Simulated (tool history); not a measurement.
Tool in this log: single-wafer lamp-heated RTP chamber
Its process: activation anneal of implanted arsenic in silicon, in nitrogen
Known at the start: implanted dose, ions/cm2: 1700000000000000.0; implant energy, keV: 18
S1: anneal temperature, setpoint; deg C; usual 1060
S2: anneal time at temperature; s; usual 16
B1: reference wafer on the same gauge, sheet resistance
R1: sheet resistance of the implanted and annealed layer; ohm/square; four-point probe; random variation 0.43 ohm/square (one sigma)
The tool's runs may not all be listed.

run   hour    S1  S2      B1      R1
  1    0.0  1060  20  107.28   88.96
  2    8.9  1060  20  107.31   88.44
  3   21.1  1060  16  107.45   92.27
  4   32.9  1060  16  107.49   92.62
  5   50.7  1060  16  107.67   91.41
  6   67.0  1060  16  107.51   92.41
      88.5  -- pyrometer window cleaned and pyrometer calibrated
  7   89.0  1060  16  107.34   92.19
  8   98.1  1060  16  107.32   92.64
  9  114.5  1060  16  107.57   92.50
 10  125.4  1060  11  107.49   98.27
 11  133.4  1060  11  107.25   97.99
 12  141.9  1069  16  107.36   88.79
 13  151.3  1060  16  107.55   92.40
     165.8  -- reflector plate cleaned
 14  166.3  1060   9  107.42  101.01
 15  169.2  1060   9  107.42  101.28
 16  186.6  1060   9  107.02  100.80
 17  193.9  1060  20  107.64   88.25
 18  207.8  1077  21  107.24   81.95
 19  219.5  1060  16  107.45   92.58
 20  229.0  1087   9  107.11   91.06
     240.6  -- pyrometer window cleaned and pyrometer calibrated
 21  241.1  1078  16  107.39   85.52
 22  248.2  1086  18  107.50   80.99
 23  254.7  1088  10  107.37   89.04
 24  269.3  1068   8  107.02  100.44
 25  277.1  1079  16  107.51   85.04
 26  285.8  1048  16  107.51   96.74
 27  296.6  1040  19  107.28   97.70
 28  307.2  1074  19  107.38   83.85
 29  323.8  1049  20  107.46   92.39
     336.0  -- reflector plate cleaned
 30  336.5  1031  13  107.59  108.09
 31  350.5  1060  16  107.30   91.41
     361.7  -- pyrometer window cleaned and pyrometer calibrated
 32  362.1  1078  19  107.36   83.00
     367.0  -- gauge calibrated
 33  374.7  1072  20  107.63   84.40
 34  387.7  1085  25  107.31   76.96
 35  427.8  1060  21  107.62   87.66
 36  440.7  1069  12  107.46   93.34
 37  465.9  1060  16  107.49   92.81
 38  482.4  1060  22  107.28   87.29

Forecast each of these 3 alternatives for the next run:
  A  482.8  1076  16   ?   ?
  B  482.8  1060  25   ?   ?
  C  482.8  1047  22   ?   ?

run      B1     R1
  A  107.14  86.31
  B  107.14  85.34
  C  107.14  92.31
Without the tool's unlogged condition, the same runs would have read:
run     R1
  A  86.31
  B  85.34
  C  92.31
